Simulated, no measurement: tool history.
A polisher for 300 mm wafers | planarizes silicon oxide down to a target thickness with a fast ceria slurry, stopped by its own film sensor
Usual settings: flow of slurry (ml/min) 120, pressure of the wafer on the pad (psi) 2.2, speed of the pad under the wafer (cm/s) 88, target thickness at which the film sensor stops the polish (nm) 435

run	hour	flow of slurry (ml/min)	pressure of the wafer on the pad (psi)	speed of the pad under the wafer (cm/s)	target thickness at which the film sensor stops the polish (nm)	wafers since the last listed run	wafers polished on this pad	hours since the slurry nozzle was cleaned	hours since the head pressure was calibrated	incoming thickness of the incoming film, nm	time until the film sensor stopped the polish (s)
1	0.0	90	2.2	108	435	0	5839	72.9	507.6	1064.0	62.7
2	78.5	90	2.2	108	435	869	6708	151.4	586.1	1050.7	64.5
# hour 85.1: worn pad replaced by a new one
3	143.4	90	2.2	108	435	674	645	216.3	651.0	1071.2	68.1
4	241.2	120	2.2	88	435	1082	1728	314.1	748.8	1092.6	80.3
5	346.4	120	2.2	88	435	1164	2893	419.3	854.0	1056.7	79.5
# hour 356.4: head pressure recalibrated
6	416.7	120	2.2	88	435	756	3650	489.6	60.3	1082.7	70.3
7	618.7	120	2.2	88	435	2236	5886	691.6	262.3	1054.5	71.9
# hour 688.8: worn pad replaced by a new one
8	726.6	120	2.2	88	435	1150	418	799.5	370.2	1080.9	77.9
9	787.6	120	2.2	88	435	675	1093	860.5	431.2	1070.6	76.7
10	837.1	120	2.2	88	435	548	1642	910.0	480.7	1071.0	79.5
# hour 909.5: slurry nozzle cleaned
11	1076.3	120	2.2	88	435	2637	4279	166.8	719.9	1075.5	75.6
12	1117.8	120	2.2	88	435	459	4739	208.3	761.4	1089.7	79.6
# hour 1133.8: head pressure recalibrated
13	1162.7	120	2.2	88	435	475	5214	253.2	28.9	1082.9	68.9
14	1210.0	120	2.2	88	577	523	5738	300.5	76.2	1074.7	54.2
15	1271.6	120	2.2	88	577	682	6420	362.1	137.8	1076.7	53.5
# hour 1320.6: worn pad replaced by a new one
16	1344.6	120	2.2	88	435	764	265	435.1	210.8	1073.8	72.6
17	1418.8	120	2.2	88	435	821	1086	509.3	285.0	1074.6	69.1
18	1502.4	120	2.2	88	435	925	2012	592.9	368.6	1077.0	73.1
19	1585.7	110	1.4	88	435	922	2935	676.2	451.9	1051.1	117.6
# hour 1832.4: worn pad replaced by a new one
# hour 1847.3: slurry nozzle cleaned
20	1849.9	145	2.2	118	435	2870	182	2.6	716.1	1079.0	55.1
21	1948.6	120	2.2	88	342	1092	1275	101.3	814.8	1053.4	84.8
22	2048.8	120	2.2	88	435	1109	2384	201.5	915.0	1078.3	79.7
# hour 2058.5: head pressure recalibrated
23	2098.3	120	3.0	88	569	525	2910	251.0	39.8	1069.7	39.9
24	2161.0	120	2.2	88	435	694	3605	313.7	102.5	1074.7	68.7
25	2232.7	90	2.9	76	538	793	4399	385.4	174.2	1056.1	52.8
26	2317.1	120	3.0	64	435	934	5333	469.8	258.6	1090.6	75.1
27	2372.9	120	1.9	88	325	617	5951	525.6	314.4	1081.2	100.2
28	2417.0	155	2.7	88	358	488	6439	569.7	358.5	1068.0	62.0
# hour 2456.6: worn pad replaced by a new one
29	2472.4	120	2.2	88	654	569	174	625.1	413.9	1066.4	46.5
30	2529.2	140	2.7	88	587	628	803	681.9	470.7	1069.5	43.8
31	2588.0	105	2.6	88	435	651	1454	740.7	529.5	1079.6	65.8
32	2673.9	120	2.2	88	435	951	2406	826.6	615.4	1066.2	79.4
33	2738.0	135	2.8	62	291	709	3115	890.7	679.5	1077.5	112.4
# hour 2758.7: slurry nozzle cleaned
34	2821.3	120	2.2	64	435	911	4027	62.6	762.8	1073.4	104.5

3 ways to go on from here, each from the tool as it stands after run 34. What would each give?
A	2821.7	120	2.2	88	435	4	4031	63.0	763.2	1052.8	?
B	2821.7	160	2.9	66	435	4	4031	63.0	763.2	1052.8	?
C	2821.7	150	2.2	88	268	4	4031	63.0	763.2	1052.8	?

run	time until the film sensor stopped the polish (s)
A	72.4
B	69.5
C	88.2
Without the tool's hidden state the same runs would have given:
run	time until the film sensor stopped the polish (s)
A	65.5
B	62.9
C	79.9

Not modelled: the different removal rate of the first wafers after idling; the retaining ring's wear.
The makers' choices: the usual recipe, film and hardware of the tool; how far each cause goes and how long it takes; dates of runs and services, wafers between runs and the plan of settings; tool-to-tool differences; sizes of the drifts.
